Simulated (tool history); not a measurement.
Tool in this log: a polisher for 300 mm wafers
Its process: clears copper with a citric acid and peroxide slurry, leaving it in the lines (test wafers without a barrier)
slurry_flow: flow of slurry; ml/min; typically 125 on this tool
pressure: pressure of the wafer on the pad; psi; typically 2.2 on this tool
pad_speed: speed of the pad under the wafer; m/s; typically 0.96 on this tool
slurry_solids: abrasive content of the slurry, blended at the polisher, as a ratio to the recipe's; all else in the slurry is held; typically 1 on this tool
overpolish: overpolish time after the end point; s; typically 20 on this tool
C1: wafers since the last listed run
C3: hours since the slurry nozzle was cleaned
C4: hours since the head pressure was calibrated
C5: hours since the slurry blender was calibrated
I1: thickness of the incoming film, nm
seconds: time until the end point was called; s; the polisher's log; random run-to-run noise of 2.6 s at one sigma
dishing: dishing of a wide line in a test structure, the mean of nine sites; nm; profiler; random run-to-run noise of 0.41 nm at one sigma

{"run": 1, "hour": 0.0, "slurry_flow": 125, "pressure": 2.2, "pad_speed": 0.96, "slurry_solids": 1, "overpolish": 20, "C1": 0, "wafers polished on this pad": 2509, "C3": 590, "C4": 83.7, "C5": 232.8, "I1": 251.7, "seconds": 142.8, "dishing": 21.9}
{"hour": 27.0, "done": "slurry nozzle cleaned"}
{"run": 2, "hour": 37.2, "slurry_flow": 125, "pressure": 2.2, "pad_speed": 0.96, "slurry_solids": 1, "overpolish": 20, "C1": 238, "wafers polished on this pad": 2748, "C3": 10.2, "C4": 120.9, "C5": 270, "I1": 256.1, "seconds": 146.8, "dishing": 21.8}
{"hour": 56.8, "done": "worn pad replaced by a new one"}
{"hour": 112.4, "done": "slurry blender recalibrated"}
{"run": 3, "hour": 117.3, "slurry_flow": 150, "pressure": 2.2, "pad_speed": 0.96, "slurry_solids": 1, "overpolish": 20, "C1": 488, "wafers polished on this pad": 385, "C3": 90.3, "C4": 201, "C5": 4.9, "I1": 252.6, "seconds": 131, "dishing": 21.9}
{"run": 4, "hour": 174.4, "slurry_flow": 125, "pressure": 2.2, "pad_speed": 0.96, "slurry_solids": 1, "overpolish": 20, "C1": 376, "wafers polished on this pad": 762, "C3": 147.4, "C4": 258.1, "C5": 62, "I1": 253.4, "seconds": 136.8, "dishing": 21.6}
{"run": 5, "hour": 227.9, "slurry_flow": 125, "pressure": 2.2, "pad_speed": 0.96, "slurry_solids": 1, "overpolish": 20, "C1": 352, "wafers polished on this pad": 1115, "C3": 200.9, "C4": 311.6, "C5": 115.5, "I1": 255.6, "seconds": 136, "dishing": 22.6}
{"run": 6, "hour": 304.5, "slurry_flow": 125, "pressure": 2.2, "pad_speed": 0.96, "slurry_solids": 1, "overpolish": 20, "C1": 505, "wafers polished on this pad": 1620, "C3": 277.5, "C4": 388.2, "C5": 192.1, "I1": 254.7, "seconds": 132.5, "dishing": 21.2}
{"hour": 333.0, "done": "head pressure recalibrated"}
{"run": 7, "hour": 362.4, "slurry_flow": 125, "pressure": 2.2, "pad_speed": 0.96, "slurry_solids": 1, "overpolish": 20, "C1": 368, "wafers polished on this pad": 1988, "C3": 335.4, "C4": 29.4, "C5": 250, "I1": 258.1, "seconds": 147.3, "dishing": 21.3}
{"run": 8, "hour": 436.6, "slurry_flow": 125, "pressure": 2.2, "pad_speed": 0.96, "slurry_solids": 1, "overpolish": 20, "C1": 489, "wafers polished on this pad": 2477, "C3": 409.6, "C4": 103.6, "C5": 324.2, "I1": 252.8, "seconds": 138, "dishing": 22.2}
{"hour": 457.0, "done": "slurry blender recalibrated"}
{"hour": 487.9, "done": "worn pad replaced by a new one"}
{"hour": 533.6, "done": "slurry nozzle cleaned"}
{"run": 9, "hour": 538.3, "slurry_flow": 125, "pressure": 2.2, "pad_speed": 0.96, "slurry_solids": 1, "overpolish": 20, "C1": 624, "wafers polished on this pad": 325, "C3": 4.7, "C4": 205.3, "C5": 81.3, "I1": 254.5, "seconds": 138.6, "dishing": 21.5}
{"run": 10, "hour": 579.9, "slurry_flow": 125, "pressure": 2.2, "pad_speed": 1.16, "slurry_solids": 1, "overpolish": 20, "C1": 274, "wafers polished on this pad": 599, "C3": 46.3, "C4": 246.9, "C5": 122.9, "I1": 257.9, "seconds": 125.5, "dishing": 23.6}
{"run": 11, "hour": 649.0, "slurry_flow": 125, "pressure": 2.2, "pad_speed": 1.16, "slurry_solids": 1, "overpolish": 20, "C1": 455, "wafers polished on this pad": 1055, "C3": 115.4, "C4": 316, "C5": 192, "I1": 258.8, "seconds": 124.1, "dishing": 24.6}
{"run": 12, "hour": 718.6, "slurry_flow": 125, "pressure": 2.2, "pad_speed": 1.16, "slurry_solids": 1, "overpolish": 20, "C1": 458, "wafers polished on this pad": 1514, "C3": 185, "C4": 385.6, "C5": 261.6, "I1": 252.4, "seconds": 117.9, "dishing": 24.7}
{"hour": 731.6, "done": "head pressure recalibrated"}
{"run": 13, "hour": 808.1, "slurry_flow": 125, "pressure": 2.2, "pad_speed": 0.96, "slurry_solids": 1.1, "overpolish": 20, "C1": 576, "wafers polished on this pad": 2091, "C3": 274.5, "C4": 76.5, "C5": 351.1, "I1": 251.7, "seconds": 136.8, "dishing": 22.3}
{"hour": 841.1, "done": "worn pad replaced by a new one"}
{"run": 14, "hour": 852.6, "slurry_flow": 110, "pressure": 2.2, "pad_speed": 0.78, "slurry_solids": 1, "overpolish": 20, "C1": 267, "wafers polished on this pad": 76, "C3": 319, "C4": 121, "C5": 395.6, "I1": 255.9, "seconds": 169.6, "dishing": 18.8}
{"hour": 872.2, "done": "slurry blender recalibrated"}
{"run": 15, "hour": 935.8, "slurry_flow": 155, "pressure": 2.2, "pad_speed": 0.96, "slurry_solids": 1, "overpolish": 20, "C1": 535, "wafers polished on this pad": 611, "C3": 402.2, "C4": 204.2, "C5": 63.6, "I1": 254.3, "seconds": 135.1, "dishing": 22.5}
{"run": 16, "hour": 994.3, "slurry_flow": 125, "pressure": 2.2, "pad_speed": 0.96, "slurry_solids": 1, "overpolish": 20, "C1": 385, "wafers polished on this pad": 997, "C3": 460.7, "C4": 262.7, "C5": 122.1, "I1": 252, "seconds": 134.4, "dishing": 22.5}
{"hour": 1005.8, "done": "slurry nozzle cleaned"}
{"run": 17, "hour": 1094.2, "slurry_flow": 125, "pressure": 2.2, "pad_speed": 0.96, "slurry_solids": 1, "overpolish": 20, "C1": 652, "wafers polished on this pad": 1649, "C3": 88.4, "C4": 362.6, "C5": 222, "I1": 258.7, "seconds": 141.4, "dishing": 23}
{"hour": 1154.3, "done": "head pressure recalibrated"}
{"run": 18, "hour": 1178.5, "slurry_flow": 95, "pressure": 2.2, "pad_speed": 0.96, "slurry_solids": 1.3, "overpolish": 20, "C1": 542, "wafers polished on this pad": 2191, "C3": 172.7, "C4": 24.2, "C5": 306.3, "I1": 255.9, "seconds": 142.2, "dishing": 21.6}
{"hour": 1187.7, "done": "worn pad replaced by a new one, of another model than before"}
{"run": 19, "hour": 1229.5, "slurry_flow": 125, "pressure": 2.2, "pad_speed": 0.96, "slurry_solids": 1, "overpolish": 20, "C1": 309, "wafers polished on this pad": 275, "C3": 223.7, "C4": 75.2, "C5": 357.3, "I1": 257, "seconds": 139.7, "dishing": 21.9}
{"hour": 1282.0, "done": "slurry blender recalibrated"}
{"run": 20, "hour": 1297.4, "slurry_flow": 100, "pressure": 2.2, "pad_speed": 0.74, "slurry_solids": 1, "overpolish": 20, "C1": 434, "wafers polished on this pad": 710, "C3": 291.6, "C4": 143.1, "C5": 15.4, "I1": 254.7, "seconds": 195.6, "dishing": 17.1}
{"run": 21, "hour": 1335.3, "slurry_flow": 155, "pressure": 2.2, "pad_speed": 0.96, "slurry_solids": 0.75, "overpolish": 26, "C1": 249, "wafers polished on this pad": 960, "C3": 329.5, "C4": 181, "C5": 53.3, "I1": 252.8, "seconds": 138.4, "dishing": 25}
{"run": 22, "hour": 1410.4, "slurry_flow": 125, "pressure": 2.2, "pad_speed": 0.96, "slurry_solids": 1, "overpolish": 20, "C1": 495, "wafers polished on this pad": 1455, "C3": 404.6, "C4": 256.1, "C5": 128.4, "I1": 254.3, "seconds": 138.3, "dishing": 22.9}
{"run": 23, "hour": 1498.5, "slurry_flow": 125, "pressure": 1.7, "pad_speed": 1.08, "slurry_solids": 1, "overpolish": 20, "C1": 580, "wafers polished on this pad": 2036, "C3": 492.7, "C4": 344.2, "C5": 216.5, "I1": 255.6, "seconds": 141.9, "dishing": 22}
{"hour": 1601.0, "done": "head pressure recalibrated"}
{"hour": 1626.8, "done": "slurry nozzle cleaned"}
{"hour": 1642.3, "done": "worn pad replaced by a new one"}
{"run": 24, "hour": 1676.7, "slurry_flow": 160, "pressure": 2.8, "pad_speed": 1.12, "slurry_solids": 1, "overpolish": 26, "C1": 1128, "wafers polished on this pad": 226, "C3": 49.9, "C4": 75.7, "C5": 394.7, "I1": 256.6, "seconds": 104.1, "dishing": 31.4}
{"hour": 1729.9, "done": "slurry blender recalibrated"}
{"run": 25, "hour": 1743.8, "slurry_flow": 125, "pressure": 2.2, "pad_speed": 0.96, "slurry_solids": 1, "overpolish": 20, "C1": 429, "wafers polished on this pad": 655, "C3": 117, "C4": 142.8, "C5": 13.9, "I1": 256.6, "seconds": 147.1, "dishing": 21.4}
{"run": 26, "hour": 1798.3, "slurry_flow": 140, "pressure": 2.9, "pad_speed": 0.96, "slurry_solids": 1, "overpolish": 20, "C1": 359, "wafers polished on this pad": 1015, "C3": 171.5, "C4": 197.3, "C5": 68.4, "I1": 251.7, "seconds": 116.2, "dishing": 23.8}
{"run": 27, "hour": 1861.7, "slurry_flow": 125, "pressure": 1.7, "pad_speed": 0.76, "slurry_solids": 1, "overpolish": 12, "C1": 417, "wafers polished on this pad": 1433, "C3": 234.9, "C4": 260.7, "C5": 131.8, "I1": 256.5, "seconds": 192.2, "dishing": 11.1}
{"run": 28, "hour": 1931.3, "slurry_flow": 125, "pressure": 1.5, "pad_speed": 0.64, "slurry_solids": 0.7, "overpolish": 30, "C1": 458, "wafers polished on this pad": 1892, "C3": 304.5, "C4": 330.3, "C5": 201.4, "I1": 251.9, "seconds": 247, "dishing": 19.3}

What the log doesn't show, run by run:
removal rate lost through wear of the pad, %: 0 across all the runs
slurry flow missing at the pad, %: 0 across all the runs
abrasive missing from the slurry, %: 0 across all the runs
H1: deviation of the head's pressure from its setpoint, %
run=1 H1=0.923
run=2 H1=1.73
run=3 H1=3.47
run=4 H1=4.7
run=5 H1=5.86
run=6 H1=7.52
run=7 H1=0.479
run=8 H1=2.09
run=9 H1=4.29
run=10 H1=5.19
run=11 H1=6.69
run=12 H1=8.2
run=13 H1=0.939
run=14 H1=1.9
run=15 H1=3.71
run=16 H1=4.97
run=17 H1=7.14
run=18 H1=2.82
run=19 H1=3.92
run=20 H1=5.39
run=21 H1=6.22
run=22 H1=7.84
run=23 H1=9.75
run=24 H1=1.44
run=25 H1=2.9
run=26 H1=4.08
run=27 H1=5.45
run=28 H1=6.96
